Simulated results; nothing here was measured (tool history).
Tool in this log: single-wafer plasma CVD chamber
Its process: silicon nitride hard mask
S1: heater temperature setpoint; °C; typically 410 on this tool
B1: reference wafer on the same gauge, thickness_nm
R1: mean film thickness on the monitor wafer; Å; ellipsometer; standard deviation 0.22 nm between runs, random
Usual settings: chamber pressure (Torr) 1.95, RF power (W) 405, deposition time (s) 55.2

run 1 day=0 | S1=410 chamber_pressure_(Torr)=1.95 RF_power_(W)=405 deposition_time_(s)=55.2 | B1=67.95 | R1=711
run 2 day=0.479 | S1=410 chamber_pressure_(Torr)=1.95 RF_power_(W)=405 deposition_time_(s)=55.2 | B1=67.889 | R1=709
run 3 day=1.029 | S1=410 chamber_pressure_(Torr)=1.95 RF_power_(W)=405 deposition_time_(s)=55.2 | B1=67.896 | R1=710.74
run 4 day=1.529 | S1=410 chamber_pressure_(Torr)=1.95 RF_power_(W)=405 deposition_time_(s)=55.2 | B1=67.895 | R1=712.3
-- day=3.879 RF generator calibrated
-- day=4.033 showerhead replaced
run 5 day=4.054 | S1=410 chamber_pressure_(Torr)=1.95 RF_power_(W)=405 deposition_time_(s)=55.2 | B1=67.871 | R1=755.92
-- day=4.117 gauge calibrated
run 6 day=4.475 | S1=410 chamber_pressure_(Torr)=1.95 RF_power_(W)=440 deposition_time_(s)=55.2 | B1=67.867 | R1=795.06
run 7 day=6.075 | S1=410 chamber_pressure_(Torr)=1.95 RF_power_(W)=405 deposition_time_(s)=55.2 | B1=67.887 | R1=746.86
run 8 day=6.462 | S1=410 chamber_pressure_(Torr)=1.95 RF_power_(W)=405 deposition_time_(s)=55.2 | B1=67.913 | R1=742.23
-- day=6.95 thermocouple changed; heater temperature recalibrated
run 9 day=7.058 | S1=410 chamber_pressure_(Torr)=1.95 RF_power_(W)=405 deposition_time_(s)=55.2 | B1=67.892 | R1=741.49
run 10 day=7.508 | S1=410 chamber_pressure_(Torr)=1.95 RF_power_(W)=405 deposition_time_(s)=63.6 | B1=67.891 | R1=859.42
run 11 day=8.058 | S1=400 chamber_pressure_(Torr)=1.83 RF_power_(W)=405 deposition_time_(s)=55.2 | B1=67.911 | R1=729.95
-- day=8.504 capacitance manometer re-zeroed and calibrated
run 12 day=8.525 | S1=410 chamber_pressure_(Torr)=1.95 RF_power_(W)=380 deposition_time_(s)=55.2 | B1=67.902 | R1=708.05
run 13 day=9.108 | S1=410 chamber_pressure_(Torr)=1.95 RF_power_(W)=405 deposition_time_(s)=55.2 | B1=67.899 | R1=741.39
run 14 day=9.475 | S1=403 chamber_pressure_(Torr)=1.74 RF_power_(W)=480 deposition_time_(s)=46.1 | B1=67.885 | R1=674.4
run 15 day=9.979 | S1=410 chamber_pressure_(Torr)=1.95 RF_power_(W)=405 deposition_time_(s)=58.4 | B1=67.886 | R1=779.04
run 16 day=10.258 | S1=410 chamber_pressure_(Torr)=1.95 RF_power_(W)=405 deposition_time_(s)=55.2 | B1=67.919 | R1=735.96
run 17 day=10.788 | S1=402 chamber_pressure_(Torr)=2.42 RF_power_(W)=450 deposition_time_(s)=65.9 | B1=67.93 | R1=1000.39
run 18 day=11.158 | S1=410 chamber_pressure_(Torr)=1.95 RF_power_(W)=405 deposition_time_(s)=55.2 | B1=67.915 | R1=738.62
run 19 day=11.5 | S1=410 chamber_pressure_(Torr)=1.95 RF_power_(W)=405 deposition_time_(s)=55.2 | B1=67.876 | R1=737.01
run 20 day=11.833 | S1=401 chamber_pressure_(Torr)=1.79 RF_power_(W)=480 deposition_time_(s)=55.2 | B1=67.892 | R1=807.98
run 21 day=12.567 | S1=421 chamber_pressure_(Torr)=2.11 RF_power_(W)=365 deposition_time_(s)=45.4 | B1=67.898 | R1=566.65
run 22 day=12.917 | S1=410 chamber_pressure_(Torr)=1.95 RF_power_(W)=405 deposition_time_(s)=55.2 | B1=67.882 | R1=730.1
run 23 day=13.354 | S1=410 chamber_pressure_(Torr)=2.24 RF_power_(W)=375 deposition_time_(s)=55.2 | B1=67.854 | R1=716.47
run 24 day=14.017 | S1=399 chamber_pressure_(Torr)=2.19 RF_power_(W)=475 deposition_time_(s)=55.2 | B1=67.915 | R1=845.45
run 25 day=14.608 | S1=410 chamber_pressure_(Torr)=1.5 RF_power_(W)=405 deposition_time_(s)=58.8 | B1=67.939 | R1=722.26
run 26 day=15.538 | S1=410 chamber_pressure_(Torr)=1.95 RF_power_(W)=405 deposition_time_(s)=55.2 | B1=67.943 | R1=726.13
run 27 day=16.125 | S1=398 chamber_pressure_(Torr)=2.27 RF_power_(W)=480 deposition_time_(s)=55.2 | B1=67.89 | R1=853.85
run 28 day=16.825 | S1=404 chamber_pressure_(Torr)=2.35 RF_power_(W)=340 deposition_time_(s)=58.6 | B1=67.917 | R1=708.36

What if the next run were any one of these 5? Each begins from the tool's condition after run 28:
run A day=16.842 | S1=410 chamber_pressure_(Torr)=1.95 RF_power_(W)=405 deposition_time_(s)=55.2 | B1=? | R1=?
run B day=16.842 | S1=410 chamber_pressure_(Torr)=1.95 RF_power_(W)=435 deposition_time_(s)=55.2 | B1=? | R1=?
run C day=16.842 | S1=421 chamber_pressure_(Torr)=1.95 RF_power_(W)=405 deposition_time_(s)=58.1 | B1=? | R1=?
run D day=16.842 | S1=400 chamber_pressure_(Torr)=1.62 RF_power_(W)=405 deposition_time_(s)=48.8 | B1=? | R1=?
run E day=16.842 | S1=418 chamber_pressure_(Torr)=1.95 RF_power_(W)=405 deposition_time_(s)=63 | B1=? | R1=?

run=A B1=67.944 R1=725.54
run=B B1=67.944 R1=762.99
run=C B1=67.944 R1=760.33
run=D B1=67.944 R1=611.6
run=E B1=67.944 R1=825.3
Without the tool's hidden state the same runs would have given:
run=A R1=754.2
run=B R1=792.16
run=C R1=790.37
run=D R1=635.77
run=E R1=857.9
